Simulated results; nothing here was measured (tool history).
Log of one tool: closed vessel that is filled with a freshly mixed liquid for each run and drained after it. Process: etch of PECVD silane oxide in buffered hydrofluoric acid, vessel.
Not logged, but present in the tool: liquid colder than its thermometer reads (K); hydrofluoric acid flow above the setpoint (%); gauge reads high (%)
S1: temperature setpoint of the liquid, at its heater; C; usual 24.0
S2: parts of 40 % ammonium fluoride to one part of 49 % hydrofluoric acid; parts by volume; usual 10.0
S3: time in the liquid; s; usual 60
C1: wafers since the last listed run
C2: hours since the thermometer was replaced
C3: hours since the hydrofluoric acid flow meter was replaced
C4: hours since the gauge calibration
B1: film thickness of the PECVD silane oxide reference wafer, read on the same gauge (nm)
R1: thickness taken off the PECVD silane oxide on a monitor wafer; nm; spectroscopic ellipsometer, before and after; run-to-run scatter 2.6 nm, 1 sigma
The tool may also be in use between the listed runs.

run 1 hour=0.0 | S1=24.0 S2=10.0 S3=60 | C1=0 C2=1637.0 C3=162.1 C4=166.5 | B1=29.58 | R1=253.52
run 2 hour=89.7 | S1=24.0 S2=10.0 S3=60 | C1=9985 C2=1726.7 C3=251.8 C4=256.2 | B1=29.44 | R1=251.79
run 3 hour=185.6 | S1=24.0 S2=8.5 S3=70 | C1=10675 C2=1822.6 C3=347.7 C4=352.1 | B1=29.35 | R1=334.42
run 4 hour=289.8 | S1=24.0 S2=8.5 S3=70 | C1=11599 C2=1926.8 C3=451.9 C4=456.3 | B1=29.23 | R1=334.99
run 5 hour=367.9 | S1=24.0 S2=10.0 S3=60 | C1=8693 C2=2004.9 C3=530.0 C4=534.4 | B1=29.12 | R1=247.26
run 6 hour=437.2 | S1=24.0 S2=10.0 S3=60 | C1=7714 C2=2074.2 C3=599.3 C4=603.7 | B1=29.03 | R1=248.25
run 7 hour=480.1 | S1=24.0 S2=10.0 S3=60 | C1=4775 C2=2117.1 C3=642.2 C4=646.6 | B1=29.00 | R1=250.97
-- hour=549.9 hydrofluoric acid flow meter replaced
run 8 hour=568.9 | S1=24.0 S2=10.0 S3=60 | C1=9773 C2=2205.9 C3=19.0 C4=735.4 | B1=28.89 | R1=247.63
-- hour=624.4 thermometer replaced
run 9 hour=673.6 | S1=24.0 S2=10.0 S3=60 | C1=11543 C2=49.2 C3=123.7 C4=840.1 | B1=28.78 | R1=246.56
run 10 hour=748.9 | S1=24.0 S2=10.0 S3=60 | C1=8382 C2=124.5 C3=199.0 C4=915.4 | B1=28.65 | R1=244.98
run 11 hour=828.9 | S1=22.5 S2=13.0 S3=60 | C1=8905 C2=204.5 C3=279.0 C4=995.4 | B1=28.58 | R1=173.10
run 12 hour=919.6 | S1=26.5 S2=10.0 S3=45 | C1=10096 C2=295.2 C3=369.7 C4=1086.1 | B1=28.46 | R1=208.82
run 13 hour=1001.1 | S1=27.5 S2=13.5 S3=75 | C1=9072 C2=376.7 C3=451.2 C4=1167.6 | B1=28.37 | R1=270.25
run 14 hour=1107.2 | S1=27.5 S2=10.0 S3=30 | C1=11810 C2=482.8 C3=557.3 C4=1273.7 | B1=28.26 | R1=146.40
run 15 hour=1212.9 | S1=24.0 S2=10.0 S3=60 | C1=11766 C2=588.5 C3=663.0 C4=1379.4 | B1=28.12 | R1=242.32
-- hour=1223.2 hydrofluoric acid flow meter replaced
run 16 hour=1308.1 | S1=27.0 S2=8.5 S3=70 | C1=10486 C2=683.7 C3=84.9 C4=1474.6 | B1=28.01 | R1=375.41
run 17 hour=1356.8 | S1=22.5 S2=8.0 S3=90 | C1=5421 C2=732.4 C3=133.6 C4=1523.3 | B1=27.94 | R1=409.23
run 18 hour=1462.6 | S1=24.0 S2=6.0 S3=60 | C1=11777 C2=838.2 C3=239.4 C4=1629.1 | B1=27.81 | R1=382.58
run 19 hour=1508.2 | S1=24.0 S2=10.0 S3=60 | C1=5076 C2=883.8 C3=285.0 C4=1674.7 | B1=27.75 | R1=236.94
-- hour=1594.1 gauge calibrated
run 20 hour=1605.0 | S1=26.0 S2=7.0 S3=60 | C1=10775 C2=980.6 C3=381.8 C4=10.9 | B1=29.78 | R1=402.12
run 21 hour=1809.6 | S1=28.0 S2=11.5 S3=35 | C1=22775 C2=1185.2 C3=586.4 C4=215.5 | B1=29.53 | R1=159.06
run 22 hour=1906.5 | S1=22.5 S2=12.0 S3=90 | C1=10786 C2=1282.1 C3=683.3 C4=312.4 | B1=29.43 | R1=293.59
-- hour=1910.7 hydrofluoric acid flow meter replaced
run 23 hour=1970.8 | S1=27.5 S2=7.5 S3=60 | C1=7046 C2=1346.4 C3=60.1 C4=376.7 | B1=29.36 | R1=390.74
run 24 hour=2034.7 | S1=27.0 S2=8.5 S3=60 | C1=7113 C2=1410.3 C3=124.0 C4=440.6 | B1=29.27 | R1=337.74
run 25 hour=2093.2 | S1=21.0 S2=6.0 S3=30 | C1=6512 C2=1468.8 C3=182.5 C4=499.1 | B1=29.20 | R1=170.61
run 26 hour=2146.1 | S1=21.0 S2=13.0 S3=45 | C1=5888 C2=1521.7 C3=235.4 C4=552.0 | B1=29.12 | R1=122.61
run 27 hour=2195.4 | S1=29.0 S2=8.5 S3=50 | C1=5488 C2=1571.0 C3=284.7 C4=601.3 | B1=29.07 | R1=307.49
run 28 hour=2274.7 | S1=24.0 S2=10.0 S3=60 | C1=8827 C2=1650.3 C3=364.0 C4=680.6 | B1=29.00 | R1=249.21
run 29 hour=2350.5 | S1=21.5 S2=8.0 S3=30 | C1=8437 C2=1726.1 C3=439.8 C4=756.4 | B1=28.89 | R1=129.73
-- hour=2595.7 hydrofluoric acid flow meter replaced
run 30 hour=2670.9 | S1=21.0 S2=12.0 S3=60 | C1=35555 C2=2046.5 C3=75.2 C4=1076.8 | B1=28.50 | R1=175.20
-- hour=2688.4 thermometer replaced
run 31 hour=2722.5 | S1=24.0 S2=10.0 S3=60 | C1=5632 C2=34.1 C3=126.8 C4=1128.4 | B1=28.43 | R1=248.61
run 32 hour=2760.7 | S1=24.0 S2=10.0 S3=50 | C1=4252 C2=72.3 C3=165.0 C4=1166.6 | B1=28.39 | R1=201.26
run 33 hour=2801.8 | S1=22.5 S2=8.5 S3=45 | C1=4575 C2=113.4 C3=206.1 C4=1207.7 | B1=28.34 | R1=192.23

Results per run with the tool's hidden condition removed, run-to-run variation unchanged:
run=1 R1=257.16
run=2 R1=256.35
run=3 R1=341.80
run=4 R1=343.85
run=5 R1=254.62
run=6 R1=256.37
run=7 R1=259.63
run=8 R1=257.12
run=9 R1=257.13
run=10 R1=256.28
run=11 R1=181.69
run=12 R1=220.03
run=13 R1=285.74
run=14 R1=155.49
run=15 R1=258.53
run=16 R1=402.15
run=17 R1=439.30
run=18 R1=412.57
run=19 R1=256.02
run=20 R1=404.98
run=21 R1=161.52
run=22 R1=299.31
run=23 R1=399.41
run=24 R1=346.14
run=25 R1=175.28
run=26 R1=126.23
run=27 R1=317.22
run=28 R1=257.94
run=29 R1=134.70
run=30 R1=184.36
run=31 R1=262.19
run=32 R1=212.59
run=33 R1=203.40
